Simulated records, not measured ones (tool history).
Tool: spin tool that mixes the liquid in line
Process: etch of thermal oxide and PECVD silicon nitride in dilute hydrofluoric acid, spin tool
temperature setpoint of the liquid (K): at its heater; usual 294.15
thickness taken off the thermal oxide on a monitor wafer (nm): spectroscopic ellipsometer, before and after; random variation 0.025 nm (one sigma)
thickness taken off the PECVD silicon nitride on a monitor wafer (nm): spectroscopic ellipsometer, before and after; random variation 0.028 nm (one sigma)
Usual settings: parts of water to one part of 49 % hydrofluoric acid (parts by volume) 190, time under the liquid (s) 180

run   hour  temperature setpoint of the liquid (K)  parts of water to one part of 49 % hydrofluoric acid (parts by volume)  time under the liquid (s)  read-back film thickness of the thermal oxide reference wafer, read on the same gauge (nm)  read-back film thickness of the PECVD silicon nitride reference wafer, read on the same gauge (nm)  thickness taken off the thermal oxide on a monitor wafer (nm)  thickness taken off the PECVD silicon nitride on a monitor wafer (nm)
  1    0.0                                  294.15                                                                     125                        180                                                                                      71.567                                                                                              61.307                                                          5.955                                                                  3.398
  2   62.1                                  294.15                                                                     125                        180                                                                                      71.787                                                                                              61.550                                                          6.137                                                                  3.443
     103.6  -- thermometer replaced
     120.9  -- hydrofluoric acid flow meter replaced
  3  263.7                                  294.15                                                                     190                        180                                                                                      72.399                                                                                              62.089                                                          3.769                                                                  2.317
  4  295.3                                  294.15                                                                     190                        180                                                                                      72.455                                                                                              62.132                                                          3.746                                                                  2.303
  5  351.1                                  294.15                                                                     190                        135                                                                                      72.604                                                                                              62.236                                                          2.830                                                                  1.760
  6  507.4                                  294.15                                                                     190                        180                                                                                      72.832                                                                                              62.444                                                          3.758                                                                  2.308
  7  562.0                                  294.15                                                                     190                        180                                                                                      72.953                                                                                              62.529                                                          3.829                                                                  2.283
  8  628.1                                  294.15                                                                     155                        115                                                                                      73.021                                                                                              62.589                                                          3.095                                                                  1.809
  9  662.6                                  294.15                                                                     190                        180                                                                                      73.029                                                                                              62.628                                                          3.751                                                                  2.362
 10  720.8                                  290.15                                                                     190                        140                                                                                      73.105                                                                                              62.646                                                          2.517                                                                  1.415
 11  768.6                                  297.65                                                                     155                        150                                                                                      73.152                                                                                              62.677                                                          4.616                                                                  2.996
     780.6  -- hydrofluoric acid flow meter replaced
 12  808.5                                  292.15                                                                     230                        210                                                                                      73.139                                                                                              62.740                                                          3.278                                                                  1.944

Run 13 comes next. What will it give?
 13  861.5                                  290.15                                                                     190                        140                                                                                           ?                                                                                                   ?                                                              ?                                                                      ?

Run 13 gave read-back film thickness of the thermal oxide reference wafer, read on the same gauge (nm) 73.201, read-back film thickness of the PECVD silicon nitride reference wafer, read on the same gauge (nm) 62.746, thickness taken off the thermal oxide on a monitor wafer (nm) 2.552, thickness taken off the PECVD silicon nitride on a monitor wafer (nm) 1.436.
Without the tool's hidden state the same run would have given thickness taken off the thermal oxide on a monitor wafer (nm) 2.440, thickness taken off the PECVD silicon nitride on a monitor wafer (nm) 1.373.
